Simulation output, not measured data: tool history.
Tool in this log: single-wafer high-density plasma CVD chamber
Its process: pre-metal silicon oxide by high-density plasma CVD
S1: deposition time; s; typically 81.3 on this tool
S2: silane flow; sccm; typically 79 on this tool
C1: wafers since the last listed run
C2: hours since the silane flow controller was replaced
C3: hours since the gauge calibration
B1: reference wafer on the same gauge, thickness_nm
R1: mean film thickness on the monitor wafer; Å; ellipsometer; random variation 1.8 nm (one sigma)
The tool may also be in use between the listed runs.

| run | hour | S1 | S2 | C1 | C2 | C3 | B1 | R1 |
|---|---|---|---|---|---|---|---|---|
| 1 | 0 | 81.3 | 79 | 0 | 1147.5 | 952 | 659.834 | 6180.76 |
| 2 | 20.1 | 81.3 | 79 | 302 | 1167.6 | 972.1 | 660.368 | 6178.86 |
| 3 | 49.1 | 81.3 | 79 | 436 | 1196.6 | 1001.1 | 659.871 | 6191.86 |
| 4 | 68.6 | 81.3 | 79 | 293 | 1216.1 | 1020.6 | 659.736 | 6175.91 |
| 5 | 91.3 | 81.3 | 79 | 341 | 1238.8 | 1043.3 | 659.476 | 6177.52 |
| 6 | 120.8 | 81.3 | 79 | 443 | 1268.3 | 1072.8 | 659.672 | 6177.49 |
| 7 | 148.6 | 81.3 | 79 | 418 | 1296.1 | 1100.6 | 659.726 | 6176.33 |
| 8 | 169.5 | 81.3 | 79 | 314 | 1317 | 1121.5 | 660.19 | 6168.19 |
| 9 | 200.7 | 81.3 | 79 | 469 | 1348.2 | 1152.7 | 659.92 | 6159.33 |
| 10 | 226.8 | 81.3 | 79 | 392 | 1374.3 | 1178.8 | 660.24 | 6167.53 |
| 11 | 262 | 81.3 | 79 | 529 | 1409.5 | 1214 | 659.984 | 6137.36 |
| 12 | 293.2 | 81.3 | 82 | 469 | 1440.7 | 1245.2 | 659.821 | 6394.44 |
| 13 | 315.4 | 81.3 | 79 | 334 | 1462.9 | 1267.4 | 659.899 | 6175.14 |
| 14 | 346.2 | 81.3 | 79 | 463 | 1493.7 | 1298.2 | 660.118 | 6176.74 |
| 15 | 369 | 81.3 | 79 | 343 | 1516.5 | 1321 | 660.085 | 6172.27 |
| 16 | 385.1 | 88 | 79 | 242 | 1532.6 | 1337.1 | 660.139 | 6675.81 |
| 17 | 461 | 88 | 79 | 1142 | 1608.5 | 1413 | 660.05 | 6630.56 |
| 18 | 479.7 | 81.3 | 79 | 281 | 1627.2 | 1431.7 | 659.861 | 6131.98 |
| 19 | 554.1 | 81.3 | 79 | 1119 | 1701.6 | 1506.1 | 659.843 | 6110.64 |
| 20 | 570.2 | 81.3 | 79 | 242 | 1717.7 | 1522.2 | 659.445 | 6141.58 |
| 21 | 586.6 | 89.5 | 79 | 246 | 1734.1 | 1538.6 | 659.954 | 6748.13 |
|  | 599.9 | silane flow controller replaced |
| 22 | 617.8 | 81.3 | 79 | 349 | 17.9 | 1569.8 | 659.703 | 6235.64 |
| 23 | 652.1 | 81.3 | 64 | 516 | 52.2 | 1604.1 | 660.529 | 5055.72 |
| 24 | 723.6 | 81.3 | 67 | 1075 | 123.7 | 1675.6 | 659.721 | 5277.08 |
| 25 | 754.2 | 81.3 | 87 | 460 | 154.3 | 1706.2 | 660.209 | 6890.39 |
| 26 | 790 | 81.3 | 79 | 538 | 190.1 | 1742 | 660.126 | 6234.91 |
|  | 790.9 | gauge calibrated |
| 27 | 844.9 | 75.2 | 65 | 826 | 245 | 54 | 659.891 | 4731.01 |
| 28 | 858.6 | 91.6 | 88 | 206 | 258.7 | 67.7 | 660.171 | 7806.32 |
| 29 | 871.2 | 81.3 | 79 | 189 | 271.3 | 80.3 | 659.619 | 6214.5 |
| 30 | 891.1 | 89.4 | 86 | 299 | 291.2 | 100.2 | 659.852 | 7433.89 |
| 31 | 910.1 | 81.3 | 79 | 285 | 310.2 | 119.2 | 660.439 | 6218.89 |
| 32 | 930 | 81.3 | 79 | 299 | 330.1 | 139.1 | 659.943 | 6206.33 |
| 33 | 951.4 | 76.8 | 72 | 322 | 351.5 | 160.5 | 659.997 | 5353.85 |
| 34 | 970.6 | 81.3 | 79 | 288 | 370.7 | 179.7 | 660.131 | 6195.03 |
| 35 | 1052.6 | 92.9 | 67 | 1233 | 452.7 | 261.7 | 659.986 | 6027.52 |
| 36 | 1077.4 | 75.4 | 74 | 373 | 477.5 | 286.5 | 660.467 | 5411.43 |
| 37 | 1101.3 | 68.6 | 83 | 359 | 501.4 | 310.4 | 659.545 | 5469.45 |
| 38 | 1135.9 | 73.3 | 86 | 520 | 536 | 345 | 659.844 | 6113.81 |
| 39 | 1158.4 | 97.1 | 85 | 338 | 558.5 | 367.5 | 659.953 | 7991.73 |
| 40 | 1192.3 | 92.5 | 92 | 510 | 592.4 | 401.4 | 659.641 | 8235.03 |
| 41 | 1225.5 | 81.3 | 79 | 499 | 625.6 | 434.6 | 660.078 | 6222.83 |
| 42 | 1259.4 | 86.3 | 95 | 510 | 659.5 | 468.5 | 659.873 | 7955.73 |
| 43 | 1289.6 | 81.3 | 79 | 454 | 689.7 | 498.7 | 659.828 | 6214.29 |
| 44 | 1315.4 | 81.3 | 79 | 388 | 715.5 | 524.5 | 660.204 | 6199.19 |

Estimate the outcome of run 45 from the log above:
| 45 | 1388.1 | 66 | 72 | 1094 | 788.2 | 597.2 | ? | ? |

Run 45 came out at B1 659.95, R1 4594.39 Å.
The same run, on a tool lacking any hidden state, would have yielded R1 4608.07 Å.

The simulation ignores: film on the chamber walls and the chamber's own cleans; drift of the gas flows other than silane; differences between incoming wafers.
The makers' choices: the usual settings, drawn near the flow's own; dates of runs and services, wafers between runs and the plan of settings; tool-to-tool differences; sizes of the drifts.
